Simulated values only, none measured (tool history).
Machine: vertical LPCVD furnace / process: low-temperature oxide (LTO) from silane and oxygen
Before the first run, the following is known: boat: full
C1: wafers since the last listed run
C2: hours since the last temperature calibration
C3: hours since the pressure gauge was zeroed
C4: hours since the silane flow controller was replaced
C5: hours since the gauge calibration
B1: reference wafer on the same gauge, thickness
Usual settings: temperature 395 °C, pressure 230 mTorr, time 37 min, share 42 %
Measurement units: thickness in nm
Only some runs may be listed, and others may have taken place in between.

run 1 hour=0 | temperature=395 pressure=230 time=37 share=42 | C1=0 C2=1738.6 C3=4858 C4=7423.3 C5=214.6 | B1=327.17 | thickness=326.87
run 2 hour=33.4 | temperature=395 pressure=270 time=46.5 share=42 | C1=297 C2=1772 C3=4891.4 C4=7456.7 C5=248 | B1=326.93 | thickness=481.97
run 3 hour=59.3 | temperature=395 pressure=270 time=46.5 share=42 | C1=230 C2=1797.9 C3=4917.3 C4=7482.6 C5=273.9 | B1=327.14 | thickness=482.83
run 4 hour=86 | temperature=395 pressure=230 time=30.5 share=42 | C1=237 C2=1824.6 C3=4944 C4=7509.3 C5=300.6 | B1=327 | thickness=269.54
run 5 hour=108.6 | temperature=395 pressure=275 time=37 share=37 | C1=201 C2=1847.2 C3=4966.6 C4=7531.9 C5=323.2 | B1=326.97 | thickness=336.37
run 6 hour=130.7 | temperature=395 pressure=275 time=37 share=37 | C1=196 C2=1869.3 C3=4988.7 C4=7554 C5=345.3 | B1=327 | thickness=335.47
-- hour=140.4 gauge calibrated
run 7 hour=164.8 | temperature=395 pressure=230 time=37 share=42 | C1=303 C2=1903.4 C3=5022.8 C4=7588.1 C5=24.4 | B1=326.93 | thickness=327.83
run 8 hour=185.1 | temperature=395 pressure=230 time=37 share=45 | C1=180 C2=1923.7 C3=5043.1 C4=7608.4 C5=44.7 | B1=326.96 | thickness=353.51
run 9 hour=214.1 | temperature=395 pressure=230 time=37 share=42 | C1=258 C2=1952.7 C3=5072.1 C4=7637.4 C5=73.7 | B1=327.01 | thickness=328.56
-- hour=260 silane flow controller replaced
-- hour=272.5 pressure gauge zeroed
-- hour=285.7 thermocouples replaced and temperature profile calibrated
run 10 hour=286.2 | temperature=402 pressure=180 time=37 share=46 | C1=199 C2=0.5 C3=13.7 C4=26.2 C5=145.8 | B1=326.92 | thickness=296.26
run 11 hour=291.5 | temperature=395 pressure=230 time=37 share=48 | C1=47 C2=5.8 C3=19 C4=31.5 C5=151.1 | B1=327.15 | thickness=368.44
run 12 hour=296.7 | temperature=387 pressure=230 time=51.5 share=42 | C1=46 C2=11 C3=24.2 C4=36.7 C5=156.3 | B1=327.07 | thickness=406.6
run 13 hour=322.2 | temperature=395 pressure=230 time=37 share=42 | C1=227 C2=36.5 C3=49.7 C4=62.2 C5=181.8 | B1=327.1 | thickness=320.1
run 14 hour=363.1 | temperature=404 pressure=255 time=28.5 share=40 | C1=364 C2=77.4 C3=90.6 C4=103.1 C5=222.7 | B1=327.05 | thickness=285.22
run 15 hour=378.9 | temperature=401 pressure=230 time=33 share=42 | C1=140 C2=93.2 C3=106.4 C4=118.9 C5=238.5 | B1=326.9 | thickness=304.89
run 16 hour=401.3 | temperature=395 pressure=230 time=37 share=42 | C1=199 C2=115.6 C3=128.8 C4=141.3 C5=260.9 | B1=326.89 | thickness=319.76

How would selected steps in thickness from run to run divide? Give the signed amount a tool lacking its hidden state would still show from settings, what came in and random variation, and the signed amount left for the hidden state, including any gauge scatter that is not in both of the compared results.
The tool's hidden condition here consists of: true tube temperature minus thermocouple reading, K; true pressure minus gauge reading, mTorr; deviation of the silane flow from its setpoint, %; gauge reads high (%).
Run 3 -> 4: pressure 270 -> 230, time 46.5 -> 30.5. thickness -213.29 nm: hidden state -5.32, all else -207.97.
Run 9 -> 10: temperature 395 -> 402, pressure 230 -> 180, share 42 -> 46, silane flow controller replaced, pressure gauge zeroed, thermocouples replaced and temperature profile calibrated. thickness -32.3 nm: hidden state -8.81, all else -23.49.
